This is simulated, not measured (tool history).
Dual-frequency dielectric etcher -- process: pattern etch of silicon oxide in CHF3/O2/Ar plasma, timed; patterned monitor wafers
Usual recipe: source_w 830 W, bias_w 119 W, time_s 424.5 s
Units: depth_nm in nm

run	hour	source_w	bias_w	time_s	wafers since the last listed run	hours since the last wet clean	hours since the last source power generator calibration	hours since the last bias power generator calibration	hours since the last upper electrode change	hours since the gauge calibration	read-back reference wafer on the same gauge, depth_nm	depth_nm
1	0	880	119	509	0	87.8	3213.2	1333	2566.2	1103.6	689.1	917.8
2	105.6	830	119	424.5	261	193.4	3318.8	1438.6	2671.8	1209.2	688.9	754.3
3	179.2	830	119	424.5	182	267	3392.4	1512.2	2745.4	1282.8	689.2	753
4	257.5	830	119	424.5	193	345.3	3470.7	1590.5	2823.7	1361.1	688.4	755.5
5	335.3	830	119	424.5	192	423.1	3548.5	1668.3	2901.5	1438.9	689.8	758.1
# hour 412.7: wet clean of the chamber
6	413.2	830	119	424.5	133	0.5	3626.4	1746.2	2979.4	1516.8	689.1	754.9
# hour 443.2: source power generator calibrated
7	509.3	830	119	424.5	227	96.6	66.1	1842.3	3075.5	1612.9	689	755.6
8	555.6	830	119	424.5	114	142.9	112.4	1888.6	3121.8	1659.2	689.1	758.6
9	608.4	830	119	424.5	130	195.7	165.2	1941.4	3174.6	1712	689.1	757.4
10	664.2	830	119	424.5	138	251.5	221	1997.2	3230.4	1767.8	688.4	756.3
11	739.8	830	119	424.5	187	327.1	296.6	2072.8	3306	1843.4	688.9	756.7
12	779.9	830	119	424.5	99	367.2	336.7	2112.9	3346.1	1883.5	688.2	756.8
# hour 867.7: wet clean of the chamber
13	868.3	830	119	424.5	159	0.6	425.1	2201.3	3434.5	1971.9	689.5	753
14	909.8	830	144	488.5	102	42.1	466.6	2242.8	3476	2013.4	688.8	920.3
15	966.7	890	119	424.5	140	99	523.5	2299.7	3532.9	2070.3	689.2	775.4
# hour 993.6: bias power generator calibrated
16	1014.9	1010	119	424.5	109	147.2	571.7	21.3	3581.1	2118.5	688.3	790.6
# hour 1055.2: gauge calibrated
17	1089	830	119	424.5	183	221.3	645.8	95.4	3655.2	33.8	689	750.1
18	1154.4	950	106	535.5	161	286.7	711.2	160.8	3720.6	99.2	688.6	949.1
19	1213.2	830	119	424.5	145	345.5	770	219.6	3779.4	158	689	752.1

Predict the results of run 20:
# hour 1283.1: upper electrode replaced
# hour 1291.1: wet clean of the chamber
20	1318.7	830	119	424.5	181	27.6	875.5	325.1	35.6	263.5	?	?

Run 20 yielded read-back reference wafer on the same gauge, depth_nm 688.8, depth_nm 744.5 nm.
With no hidden state in the tool, this same run would have given depth_nm 742.2 nm.
